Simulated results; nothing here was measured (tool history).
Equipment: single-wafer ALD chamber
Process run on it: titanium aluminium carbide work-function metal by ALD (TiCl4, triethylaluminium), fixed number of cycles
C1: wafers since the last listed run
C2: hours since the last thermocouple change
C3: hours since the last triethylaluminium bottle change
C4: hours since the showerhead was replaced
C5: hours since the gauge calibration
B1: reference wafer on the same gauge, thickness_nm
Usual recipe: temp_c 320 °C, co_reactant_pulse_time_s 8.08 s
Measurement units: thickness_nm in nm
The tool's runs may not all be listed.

run 1 hour=0 | temp_c=320 co_reactant_pulse_time_s=8.08 | C1=0 C2=2155.3 C3=1107.1 C4=3012.7 C5=86.6 | B1=1.761 | thickness_nm=2.098
run 2 hour=18.4 | temp_c=320 co_reactant_pulse_time_s=8.08 | C1=192 C2=2173.7 C3=1125.5 C4=3031.1 C5=105 | B1=1.761 | thickness_nm=2.1
run 3 hour=38.7 | temp_c=320 co_reactant_pulse_time_s=8.08 | C1=212 C2=2194 C3=1145.8 C4=3051.4 C5=125.3 | B1=1.761 | thickness_nm=2.097
run 4 hour=53.2 | temp_c=327 co_reactant_pulse_time_s=8.08 | C1=151 C2=2208.5 C3=1160.3 C4=3065.9 C5=139.8 | B1=1.759 | thickness_nm=2.151
run 5 hour=147.9 | temp_c=327 co_reactant_pulse_time_s=8.08 | C1=991 C2=2303.2 C3=1255 C4=3160.6 C5=234.5 | B1=1.761 | thickness_nm=2.159
-- hour=173.6 showerhead replaced
-- hour=176.7 thermocouple changed; heater temperature recalibrated
run 6 hour=179 | temp_c=320 co_reactant_pulse_time_s=8.08 | C1=208 C2=2.3 C3=1286.1 C4=5.4 C5=265.6 | B1=1.759 | thickness_nm=2.104
-- hour=182.7 gauge calibrated
run 7 hour=206.5 | temp_c=320 co_reactant_pulse_time_s=8.08 | C1=287 C2=29.8 C3=1313.6 C4=32.9 C5=23.8 | B1=1.76 | thickness_nm=2.094
run 8 hour=242.3 | temp_c=333 co_reactant_pulse_time_s=8.08 | C1=374 C2=65.6 C3=1349.4 C4=68.7 C5=59.6 | B1=1.759 | thickness_nm=2.193
run 9 hour=264.4 | temp_c=320 co_reactant_pulse_time_s=8.08 | C1=231 C2=87.7 C3=1371.5 C4=90.8 C5=81.7 | B1=1.76 | thickness_nm=2.088
run 10 hour=282.2 | temp_c=327 co_reactant_pulse_time_s=6.55 | C1=186 C2=105.5 C3=1389.3 C4=108.6 C5=99.5 | B1=1.758 | thickness_nm=2.084
-- hour=299.4 triethylaluminium bottle replaced
run 11 hour=314.1 | temp_c=320 co_reactant_pulse_time_s=5.68 | C1=250 C2=137.4 C3=14.7 C4=140.5 C5=131.4 | B1=1.76 | thickness_nm=1.988
run 12 hour=334.9 | temp_c=307 co_reactant_pulse_time_s=9.78 | C1=217 C2=158.2 C3=35.5 C4=161.3 C5=152.2 | B1=1.761 | thickness_nm=2.032
run 13 hour=347.2 | temp_c=320 co_reactant_pulse_time_s=8.08 | C1=128 C2=170.5 C3=47.8 C4=173.6 C5=164.5 | B1=1.759 | thickness_nm=2.098
run 14 hour=359.3 | temp_c=320 co_reactant_pulse_time_s=5.11 | C1=126 C2=182.6 C3=59.9 C4=185.7 C5=176.6 | B1=1.76 | thickness_nm=1.959

Run 15 is up next; what results do you expect?
run 15 hour=379.1 | temp_c=320 co_reactant_pulse_time_s=10.9 | C1=207 C2=202.4 C3=79.7 C4=205.5 C5=196.4 | B1=? | thickness_nm=?

{"run 15": {"B1": 1.759, "thickness_nm": 2.159}}
With the hidden condition absent and the run-to-run variation left alone, this run would have shown thickness_nm 2.159 nm.
